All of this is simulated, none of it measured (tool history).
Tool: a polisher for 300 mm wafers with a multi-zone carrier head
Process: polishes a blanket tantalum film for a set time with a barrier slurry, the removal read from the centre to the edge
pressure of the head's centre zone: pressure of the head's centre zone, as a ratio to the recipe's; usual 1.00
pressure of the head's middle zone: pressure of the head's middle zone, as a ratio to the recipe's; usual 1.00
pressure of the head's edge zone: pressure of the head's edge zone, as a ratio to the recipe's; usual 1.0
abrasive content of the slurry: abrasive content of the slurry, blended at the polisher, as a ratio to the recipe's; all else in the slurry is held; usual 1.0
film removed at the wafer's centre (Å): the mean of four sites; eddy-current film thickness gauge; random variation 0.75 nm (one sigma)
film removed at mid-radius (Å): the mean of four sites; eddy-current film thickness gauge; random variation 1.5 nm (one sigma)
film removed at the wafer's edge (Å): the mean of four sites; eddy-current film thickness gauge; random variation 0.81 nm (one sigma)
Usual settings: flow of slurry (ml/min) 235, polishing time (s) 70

run   hour  flow of slurry (ml/min)  pressure of the head's centre zone  pressure of the head's middle zone  pressure of the head's edge zone  abrasive content of the slurry  polishing time (s)  wafers since the last listed run  wafers polished on this pad  hours since the slurry nozzle was cleaned  hours since the centre zone pressure was calibrated  hours since the edge zone pressure was calibrated  hours since the carrier head's membrane was replaced  incoming thickness of the incoming film, nm  film removed at the wafer's centre (Å)  film removed at mid-radius (Å)  film removed at the wafer's edge (Å)
  1    0.0                      235                                1.08                                1.00                               1.0                             1.0                  82                                 0                          719                                       17.5                                                774.8                                               29.6                                                  99.1                                        358.4                                    1246                            1168                                  1223
  2   26.7                      300                                1.00                                1.00                               1.0                             1.0                  52                               199                          919                                       44.2                                                801.5                                               56.3                                                 125.8                                        362.4                                     751                             767                                   781
  3   33.2                      235                                0.89                                1.00                               1.0                             1.0                  70                                48                          967                                       50.7                                                808.0                                               62.8                                                 132.3                                        353.7                                     862                            1002                                  1040
      45.1  -- worn pad replaced by a new one
  4   46.8                      190                                1.00                                1.00                               1.0                             1.0                  70                                71                           12                                       64.3                                                821.6                                               76.4                                                 145.9                                        355.1                                     994                             992                                  1071
  5   54.9                      235                                1.00                                1.00                               1.0                             1.0                  70                                60                           73                                       72.4                                                829.7                                               84.5                                                 154.0                                        360.0                                    1024                            1031                                  1072
      81.3  -- centre zone pressure recalibrated
  6   91.1                      235                                1.00                                1.00                               1.0                             1.0                  70                               255                          329                                      108.6                                                  9.8                                              120.7                                                 190.2                                        363.1                                    1055                            1027                                  1064
  7  106.6                      235                                1.00                                1.00                               1.0                             1.0                  70                               116                          445                                      124.1                                                 25.3                                              136.2                                                 205.7                                        362.6                                    1058                            1019                                  1073
  8  120.4                      235                                1.00                                1.00                               1.0                             1.0                  79                               103                          548                                      137.9                                                 39.1                                              150.0                                                 219.5                                        355.8                                    1180                            1145                                  1179
  9  137.7                      235                                1.00                                1.00                               1.0                             1.0                  70                               129                          678                                      155.2                                                 56.4                                              167.3                                                 236.8                                        363.4                                    1050                            1007                                  1061
 10  146.1                      235                                1.00                                1.00                               1.0                             0.7                  77                                62                          740                                      163.6                                                 64.8                                              175.7                                                 245.2                                        361.1                                    1039                            1002                                  1044
 11  155.8                      235                                1.00                                1.00                               1.0                             1.0                  70                                72                          813                                      173.3                                                 74.5                                              185.4                                                 254.9                                        356.4                                    1039                            1022                                  1049
 12  195.9                      180                                1.00                                1.00                               1.0                             1.2                  70                               300                         1113                                      213.4                                                114.6                                              225.5                                                 295.0                                        359.7                                    1024                             999                                  1056
     202.2  -- worn pad replaced by a new one
 13  207.6                      210                                1.00                                0.90                               1.0                             0.8                  51                                57                           40                                      225.1                                                126.3                                              237.2                                                 306.7                                        355.0                                     729                             639                                   735
 14  222.7                      235                                1.00                                1.00                               1.0                             1.0                  70                               113                          153                                      240.2                                                141.4                                              252.3                                                 321.8                                        351.6                                    1059                            1024                                  1089
 15  228.8                      235                                1.00                                1.00                               1.0                             1.0                  70                                45                          198                                      246.3                                                147.5                                              258.4                                                 327.9                                        360.5                                    1065                            1036                                  1069
 16  241.6                      235                                1.00                                0.94                               1.0                             1.0                  70                                95                          294                                      259.1                                                160.3                                              271.2                                                 340.7                                        359.4                                    1047                             979                                  1057
 17  255.4                      210                                1.04                                1.00                               1.0                             1.0                  81                               103                          398                                      272.9                                                174.1                                              285.0                                                 354.5                                        351.8                                    1249                            1156                                  1217
 18  265.5                      185                                1.00                                1.00                               0.9                             1.0                  70                                75                          473                                      283.0                                                184.2                                              295.1                                                 364.6                                        361.6                                    1019                             974                                   989
 19  281.3                      235                                1.00                                1.09                               1.0                             1.0                  63                               118                          591                                      298.8                                                200.0                                              310.9                                                 380.4                                        355.6                                     946                            1002                                   943
 20  296.7                      175                                1.10                                0.92                               1.0                             1.0                  70                               115                          707                                      314.2                                                215.4                                              326.3                                                 395.8                                        359.3                                    1092                             908                                  1009
 21  314.0                      235                                1.00                                1.00                               1.0                             1.0                  70                               129                          836                                      331.5                                                232.7                                              343.6                                                 413.1                                        359.0                                    1034                            1006                                  1048
 22  320.7                      235                                1.00                                0.97                               1.0                             1.0                  70                                50                          886                                      338.2                                                239.4                                              350.3                                                 419.8                                        353.4                                    1022                             977                                  1036
 23  332.7                      235                                1.00                                1.00                               1.0                             1.0                  70                                89                          976                                      350.2                                                251.4                                              362.3                                                 431.8                                        359.9                                    1029                             998                                  1030

Forecast each of these 3 alternatives for the next run:
  A  333.1                      235                                1.03                                1.00                               1.0                             1.0                  70                                 2                          979                                      350.6                                                251.8                                              362.7                                                 432.2                                        361.5                                       ?                               ?                                     ?
  B  333.1                      235                                1.00                                1.00                               1.0                             1.0                  85                                 2                          979                                      350.6                                                251.8                                              362.7                                                 432.2                                        361.5                                       ?                               ?                                     ?
  C  333.1                      235                                1.00                                1.10                               1.0                             1.0                  70                                 2                          979                                      350.6                                                251.8                                              362.7                                                 432.2                                        361.5                                       ?                               ?                                     ?

run  film removed at the wafer's centre (Å)  film removed at mid-radius (Å)  film removed at the wafer's edge (Å)
  A                                    1058                             975                                  1028
  B                                    1247                            1185                                  1248
  C                                    1028                            1058                                  1026
Without the tool's hidden state the same runs would have given:
run  film removed at the wafer's centre (Å)  film removed at mid-radius (Å)  film removed at the wafer's edge (Å)
  A                                    1103                            1015                                  1069
  B                                    1300                            1232                                  1298
  C                                    1071                            1100                                  1068
